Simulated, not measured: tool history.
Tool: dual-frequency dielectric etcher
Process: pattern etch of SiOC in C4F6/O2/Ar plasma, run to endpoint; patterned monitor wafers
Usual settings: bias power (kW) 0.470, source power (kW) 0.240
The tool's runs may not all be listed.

| run | hour | bias power (kW) | source power (kW) | incoming incoming film thickness, nm | endpoint time (s) |
|---|---|---|---|---|---|
| 1 | 0.0 | 0.470 | 0.240 | 47.88 | 19.8 |
| 2 | 22.7 | 0.470 | 0.240 | 48.06 | 19.9 |
| 3 | 89.9 | 0.379 | 0.240 | 47.25 | 21.4 |
| 4 | 150.5 | 0.470 | 0.240 | 47.76 | 19.7 |
| 5 | 193.4 | 0.470 | 0.240 | 47.89 | 19.7 |
| 6 | 226.5 | 0.470 | 0.240 | 47.93 | 19.5 |
| 7 | 287.3 | 0.470 | 0.240 | 47.60 | 19.4 |
| 8 | 324.4 | 0.470 | 0.240 | 48.11 | 19.7 |
| 9 | 383.0 | 0.470 | 0.240 | 47.54 | 19.2 |
| 10 | 445.6 | 0.422 | 0.240 | 47.79 | 20.3 |
|  | 524.3 | upper electrode replaced |
| 11 | 524.8 | 0.422 | 0.240 | 47.99 | 20.3 |
| 12 | 568.8 | 0.470 | 0.240 | 47.62 | 19.3 |
|  | 653.1 | wet clean of the chamber |
|  | 657.2 | bias power generator calibrated |
| 13 | 657.7 | 0.470 | 0.240 | 47.32 | 20.8 |
| 14 | 703.5 | 0.470 | 0.270 | 47.87 | 19.9 |
| 15 | 764.2 | 0.470 | 0.240 | 47.49 | 20.8 |
| 16 | 799.3 | 0.470 | 0.240 | 47.35 | 20.7 |
| 17 | 849.0 | 0.470 | 0.290 | 47.90 | 19.1 |
| 18 | 903.4 | 0.470 | 0.210 | 47.89 | 22.0 |
|  | 953.1 | wet clean of the chamber, repeated, since the last time left the tool worse |
| 19 | 968.0 | 0.470 | 0.240 | 47.79 | 19.9 |
| 20 | 998.0 | 0.470 | 0.270 | 47.36 | 18.6 |
|  | 1034.7 | source power generator calibrated |
| 21 | 1065.9 | 0.470 | 0.200 | 47.52 | 21.5 |
| 22 | 1109.9 | 0.470 | 0.240 | 47.18 | 19.4 |
| 23 | 1321.6 | 0.418 | 0.240 | 47.21 | 20.1 |
| 24 | 1358.2 | 0.367 | 0.190 | 47.60 | 23.7 |
| 25 | 1387.7 | 0.426 | 0.220 | 47.42 | 21.0 |
| 26 | 1435.4 | 0.428 | 0.190 | 47.56 | 22.2 |
| 27 | 1498.4 | 0.470 | 0.260 | 47.37 | 18.6 |
| 28 | 1559.6 | 0.365 | 0.190 | 48.09 | 23.8 |
| 29 | 1591.0 | 0.557 | 0.240 | 47.44 | 17.9 |
|  | 1644.0 | wet clean of the chamber |
| 30 | 1683.6 | 0.391 | 0.260 | 47.84 | 20.5 |
| 31 | 1747.9 | 0.415 | 0.220 | 47.53 | 21.3 |
| 32 | 1779.7 | 0.470 | 0.240 | 46.99 | 19.4 |

Run 33 comes next. What will it give?
| 33 | 1834.3 | 0.470 | 0.240 | 47.64 | ? |

endpoint time (s): 19.6
Without the tool's hidden state the same run would have given endpoint time (s) 19.8.
